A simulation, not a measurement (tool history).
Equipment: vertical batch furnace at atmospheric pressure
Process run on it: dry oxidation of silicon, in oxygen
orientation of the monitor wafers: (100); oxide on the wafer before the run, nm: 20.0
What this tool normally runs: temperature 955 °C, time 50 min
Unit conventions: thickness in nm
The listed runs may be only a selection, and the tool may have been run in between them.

run   hour  temperature  time  read-back reference wafer on the same gauge, thickness  thickness
  1      0          955    50                                                   36.18      40.23
  2   29.9          955    50                                                   36.18      40.33
  3   46.1          955    50                                                    36.2      40.25
  4   69.3          963  36.5                                                   36.19      36.67
  5  102.6          963  36.5                                                    36.2      36.65
  6  115.1          963  36.5                                                   36.18      36.57
  7    142          955    50                                                    36.2      40.36
  8  173.4          955    50                                                    36.2      40.33
  9  209.3          955    50                                                   36.21      40.32
 10  241.6          955    50                                                   36.21      40.31
 11  266.1          966    50                                                    36.2      42.59
 12  288.4          966    50                                                   36.22      42.58
 13  302.7          966    50                                                   36.22      42.59
 14  320.2          937    50                                                    36.2      36.48
 15  379.6          937    50                                                   36.22      36.46
     416.9  -- boat lift adjusted
 16  417.4          937    50                                                    36.2      36.48
 17  421.9          955    60                                                   36.21      44.06
 18  441.6          955    50                                                   36.18       40.6
 19  469.3          966    50                                                   36.19      42.71
 20  552.3          935    70                                                   36.22       41.8
     605.6  -- thermocouples replaced and temperature profile calibrated
 21  659.2          955    50                                                   36.21      40.96
 22  688.9          955    50                                                   36.23      40.88
 23  718.6          963    65                                                   36.21      48.55
 24    731          978  25.5                                                   36.19      34.36

The next listed run, before its measurement:
     758.3  -- gauge calibrated
 25  820.4          955    50                                                       ?          ?

Run 25 came out at read-back reference wafer on the same gauge, thickness 36.21, thickness 40.93 nm.
On a tool with no hidden condition, and with the same random variation, this run would have come out at thickness 39.54 nm.
